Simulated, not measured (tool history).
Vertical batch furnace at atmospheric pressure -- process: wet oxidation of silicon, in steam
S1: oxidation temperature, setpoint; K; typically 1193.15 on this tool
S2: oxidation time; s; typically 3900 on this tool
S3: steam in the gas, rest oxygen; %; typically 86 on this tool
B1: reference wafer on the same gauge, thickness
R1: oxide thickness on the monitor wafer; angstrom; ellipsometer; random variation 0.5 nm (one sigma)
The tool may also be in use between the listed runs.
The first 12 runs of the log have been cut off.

run	hour	S1	S2	S3	B1	R1
# hour 290.3: thermocouples replaced and temperature profile calibrated
# hour 308: steam generator serviced
13	308.5	1193.15	3900	93	257	2304.8
14	314.2	1193.15	3900	93	257.17	2304.8
15	319.9	1193.15	3900	93	256.95	2303.7
16	325.6	1193.15	3900	86	257.11	2176.6
17	336.2	1170.15	3900	89	256.89	1777.3
18	357.5	1186.15	2130	81	257.04	1297.6
19	374	1213.15	3900	86	257.01	2597.1
20	391.8	1193.15	4410	96	257	2580.2
21	407.4	1193.15	3900	86	256.96	2174.5

What does the tool deliver on the next run?
22	416.5	1193.15	2640	82	?	?

Logged for run 22: B1 256.97, R1 1595.4 angstrom.
The same run, on a tool lacking any hidden state, would have yielded R1 1589.5 angstrom.
